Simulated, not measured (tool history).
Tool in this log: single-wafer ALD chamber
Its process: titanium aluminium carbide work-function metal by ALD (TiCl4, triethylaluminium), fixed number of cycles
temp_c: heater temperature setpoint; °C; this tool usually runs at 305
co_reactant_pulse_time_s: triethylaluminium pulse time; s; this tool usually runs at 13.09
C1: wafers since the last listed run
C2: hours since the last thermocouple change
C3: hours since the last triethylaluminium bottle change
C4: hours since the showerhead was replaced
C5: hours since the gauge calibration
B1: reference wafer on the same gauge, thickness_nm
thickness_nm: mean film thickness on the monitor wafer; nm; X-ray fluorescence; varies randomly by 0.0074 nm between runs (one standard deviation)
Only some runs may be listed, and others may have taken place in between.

{"run": 1, "hour": 0.0, "temp_c": 301, "co_reactant_pulse_time_s": 10.19, "C1": 0, "C2": 1447.9, "C3": 572.1, "C4": 50.0, "C5": 70.3, "B1": 1.87, "thickness_nm": 1.896}
{"hour": 17.8, "done": "triethylaluminium bottle replaced"}
{"run": 2, "hour": 18.3, "temp_c": 301, "co_reactant_pulse_time_s": 10.19, "C1": 68, "C2": 1466.2, "C3": 0.5, "C4": 68.3, "C5": 88.6, "B1": 1.868, "thickness_nm": 1.878}
{"run": 3, "hour": 18.7, "temp_c": 305, "co_reactant_pulse_time_s": 13.09, "C1": 2, "C2": 1466.6, "C3": 0.9, "C4": 68.7, "C5": 89.0, "B1": 1.87, "thickness_nm": 1.938}
{"run": 4, "hour": 27.4, "temp_c": 305, "co_reactant_pulse_time_s": 13.09, "C1": 57, "C2": 1475.3, "C3": 9.6, "C4": 77.4, "C5": 97.7, "B1": 1.87, "thickness_nm": 1.948}
{"run": 5, "hour": 36.4, "temp_c": 305, "co_reactant_pulse_time_s": 11.59, "C1": 59, "C2": 1484.3, "C3": 18.6, "C4": 86.4, "C5": 106.7, "B1": 1.87, "thickness_nm": 1.94}
{"run": 6, "hour": 49.4, "temp_c": 305, "co_reactant_pulse_time_s": 13.09, "C1": 86, "C2": 1497.3, "C3": 31.6, "C4": 99.4, "C5": 119.7, "B1": 1.871, "thickness_nm": 1.931}
{"run": 7, "hour": 60.5, "temp_c": 305, "co_reactant_pulse_time_s": 13.09, "C1": 73, "C2": 1508.4, "C3": 42.7, "C4": 110.5, "C5": 130.8, "B1": 1.868, "thickness_nm": 1.947}
{"run": 8, "hour": 69.8, "temp_c": 305, "co_reactant_pulse_time_s": 13.09, "C1": 61, "C2": 1517.7, "C3": 52.0, "C4": 119.8, "C5": 140.1, "B1": 1.869, "thickness_nm": 1.944}
{"run": 9, "hour": 81.8, "temp_c": 297, "co_reactant_pulse_time_s": 13.09, "C1": 79, "C2": 1529.7, "C3": 64.0, "C4": 131.8, "C5": 152.1, "B1": 1.869, "thickness_nm": 1.874}
{"hour": 100.1, "done": "thermocouple changed; heater temperature recalibrated"}
{"run": 10, "hour": 100.6, "temp_c": 301, "co_reactant_pulse_time_s": 10.19, "C1": 71, "C2": 0.5, "C3": 82.8, "C4": 150.6, "C5": 170.9, "B1": 1.871, "thickness_nm": 1.893}
{"run": 11, "hour": 110.6, "temp_c": 305, "co_reactant_pulse_time_s": 17.49, "C1": 66, "C2": 10.5, "C3": 92.8, "C4": 160.6, "C5": 180.9, "B1": 1.868, "thickness_nm": 1.956}
{"run": 12, "hour": 122.5, "temp_c": 305, "co_reactant_pulse_time_s": 13.09, "C1": 78, "C2": 22.4, "C3": 104.7, "C4": 172.5, "C5": 192.8, "B1": 1.871, "thickness_nm": 1.948}
{"run": 13, "hour": 135.2, "temp_c": 305, "co_reactant_pulse_time_s": 13.09, "C1": 84, "C2": 35.1, "C3": 117.4, "C4": 185.2, "C5": 205.5, "B1": 1.869, "thickness_nm": 1.939}
{"run": 14, "hour": 166.7, "temp_c": 310, "co_reactant_pulse_time_s": 13.09, "C1": 208, "C2": 66.6, "C3": 148.9, "C4": 216.7, "C5": 237.0, "B1": 1.867, "thickness_nm": 1.987}
{"run": 15, "hour": 178.9, "temp_c": 316, "co_reactant_pulse_time_s": 14.51, "C1": 80, "C2": 78.8, "C3": 161.1, "C4": 228.9, "C5": 249.2, "B1": 1.869, "thickness_nm": 2.061}
{"run": 16, "hour": 190.3, "temp_c": 295, "co_reactant_pulse_time_s": 17.05, "C1": 75, "C2": 90.2, "C3": 172.5, "C4": 240.3, "C5": 260.6, "B1": 1.87, "thickness_nm": 1.872}
{"run": 17, "hour": 202.4, "temp_c": 305, "co_reactant_pulse_time_s": 13.09, "C1": 80, "C2": 102.3, "C3": 184.6, "C4": 252.4, "C5": 272.7, "B1": 1.873, "thickness_nm": 1.942}
{"run": 18, "hour": 217.4, "temp_c": 305, "co_reactant_pulse_time_s": 13.09, "C1": 99, "C2": 117.3, "C3": 199.6, "C4": 267.4, "C5": 287.7, "B1": 1.872, "thickness_nm": 1.943}
{"run": 19, "hour": 226.9, "temp_c": 305, "co_reactant_pulse_time_s": 13.09, "C1": 62, "C2": 126.8, "C3": 209.1, "C4": 276.9, "C5": 297.2, "B1": 1.87, "thickness_nm": 1.945}
{"run": 20, "hour": 233.6, "temp_c": 305, "co_reactant_pulse_time_s": 13.09, "C1": 44, "C2": 133.5, "C3": 215.8, "C4": 283.6, "C5": 303.9, "B1": 1.87, "thickness_nm": 1.935}
{"run": 21, "hour": 241.8, "temp_c": 291, "co_reactant_pulse_time_s": 18.06, "C1": 54, "C2": 141.7, "C3": 224.0, "C4": 291.8, "C5": 312.1, "B1": 1.866, "thickness_nm": 1.834}

Run 22, settings as shown, results not yet in. Your forecast:
{"run": 22, "hour": 248.2, "temp_c": 295, "co_reactant_pulse_time_s": 13.09, "C1": 42, "C2": 148.1, "C3": 230.4, "C4": 298.2, "C5": 318.5, "B1": "?", "thickness_nm": "?"}

Run 22 came out at B1 1.870, thickness_nm 1.848 nm.
With no hidden state in the tool, this same run would have given thickness_nm 1.848 nm.
